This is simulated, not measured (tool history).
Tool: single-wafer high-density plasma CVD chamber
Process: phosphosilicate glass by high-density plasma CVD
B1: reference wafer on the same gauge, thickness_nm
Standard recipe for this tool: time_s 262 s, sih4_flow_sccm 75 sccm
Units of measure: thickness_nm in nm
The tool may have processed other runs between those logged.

Run 1, hour 0: usual settings but sih4_flow_sccm 71 sccm; B1 2222.316. Result: thickness_nm 1847.414 nm.
Run 2, hour 8.5: usual settings but time_s 240 s; B1 2220.611. Result: thickness_nm 1779.084 nm.
Run 3, hour 15.2: usual settings; B1 2217.104. Result: thickness_nm 1932.139 nm.
Run 4, hour 31: usual settings; B1 2219.354. Result: thickness_nm 1926.776 nm.
Run 5, hour 40.5: usual settings but sih4_flow_sccm 68 sccm; B1 2220.023. Result: thickness_nm 1790.158 nm.
Run 6, hour 47: usual settings but time_s 234 s; B1 2223.697. Result: thickness_nm 1716.003 nm.
Run 7, hour 62: usual settings but time_s 234 s; B1 2218.511. Result: thickness_nm 1725.983 nm.
Run 8, hour 73.4: usual settings but time_s 234 s; B1 2220.065. Result: thickness_nm 1713.048 nm.
Run 9, hour 89.6: usual settings but time_s 231 s; B1 2220.096. Result: thickness_nm 1711.209 nm.
Run 10, hour 97.1: usual settings but time_s 231 s; B1 2218.5. Result: thickness_nm 1704.017 nm.
Run 11, hour 105.1: usual settings; B1 2219.838. Result: thickness_nm 1923.93 nm.
Run 12, hour 120.4: usual settings but sih4_flow_sccm 82 sccm; B1 2220.391. Result: thickness_nm 2073.063 nm.
At hour 133.7: silane flow controller replaced.
Run 13, hour 134.2: usual settings but sih4_flow_sccm 82 sccm; B1 2219.876. Result: thickness_nm 2075.677 nm.
Run 14, hour 136.8: usual settings but sih4_flow_sccm 82 sccm; B1 2218.81. Result: thickness_nm 2067.018 nm.
Run 15, hour 151.9: usual settings; B1 2222.346. Result: thickness_nm 1935.348 nm.
Run 16, hour 167.8: usual settings; B1 2223.34. Result: thickness_nm 1942.441 nm.
Run 17, hour 173.9: usual settings but time_s 299 s; B1 2218.476. Result: thickness_nm 2219.861 nm.
At hour 179.4: gauge calibrated.
Run 18, hour 190.6: usual settings but time_s 299 s; B1 2220.201. Result: thickness_nm 2197.173 nm.
Run 19, hour 207.1: usual settings but sih4_flow_sccm 67 sccm; B1 2220.222. Result: thickness_nm 1772.684 nm.
Run 20, hour 215: usual settings; B1 2218.759. Result: thickness_nm 1933.791 nm.
Run 21, hour 229: usual settings but time_s 289 s, sih4_flow_sccm 88 sccm; B1 2223.281. Result: thickness_nm 2423.345 nm.
Run 22, hour 246.8: usual settings but time_s 237 s, sih4_flow_sccm 85 sccm; B1 2217.003. Result: thickness_nm 1917.703 nm.
Run 23, hour 254.2: usual settings but time_s 237 s, sih4_flow_sccm 85 sccm; B1 2218.134. Result: thickness_nm 1931.99 nm.
Run 24, hour 269.2: usual settings but time_s 310 s, sih4_flow_sccm 63 sccm; B1 2218.364. Result: thickness_nm 1987.469 nm.
Run 25, hour 275.6: usual settings but time_s 233 s; B1 2218.538. Result: thickness_nm 1717.229 nm.
Run 26, hour 287: usual settings; B1 2219.443. Result: thickness_nm 1926.604 nm.
Run 27, hour 300.1: usual settings; B1 2218.9. Result: thickness_nm 1930.856 nm.
Run 28, hour 307.8: usual settings but time_s 295 s, sih4_flow_sccm 68 sccm; B1 2219.516. Result: thickness_nm 2003.887 nm.
Run 29, hour 322.5: usual settings; B1 2219.589. Result: thickness_nm 1933.815 nm.
Run 30, hour 329.1: usual settings but time_s 235 s, sih4_flow_sccm 62 sccm; B1 2217.461. Result: thickness_nm 1484.311 nm.
Run 31, hour 345: usual settings but time_s 217 s, sih4_flow_sccm 63 sccm; B1 2215.589. Result: thickness_nm 1390.562 nm.
Run 32, hour 362.3: usual settings but time_s 281 s, sih4_flow_sccm 80 sccm; B1 2219.465. Result: thickness_nm 2183.466 nm.
Run 33, hour 375.6: usual settings but time_s 313 s, sih4_flow_sccm 64 sccm; B1 2218.986. Result: thickness_nm 2033.606 nm.
Run 34, hour 391.9: usual settings but time_s 235 s, sih4_flow_sccm 62 sccm; B1 2221.601. Result: thickness_nm 1494.927 nm.
Run 35, hour 403.4: usual settings; B1 2221.41. Result: thickness_nm 1930.447 nm.
Run 36, hour 410.9: usual settings; B1 2224.357. Result: thickness_nm 1938.352 nm.
Run 37, hour 419.4: usual settings but time_s 248 s, sih4_flow_sccm 62 sccm; B1 2222.021. Result: thickness_nm 1569.559 nm.
Run 38, hour 435.1: usual settings but time_s 225 s, sih4_flow_sccm 62 sccm; B1 2219.542. Result: thickness_nm 1428.075 nm.
Run 39, hour 445.5: usual settings but time_s 311 s; B1 2222.063. Result: thickness_nm 2293.739 nm.

What the log doesn't show, run by run:
delivered silane flow above the setpoint (%): 0 across all the runs
gauge reads high (%): 0 across all the runs
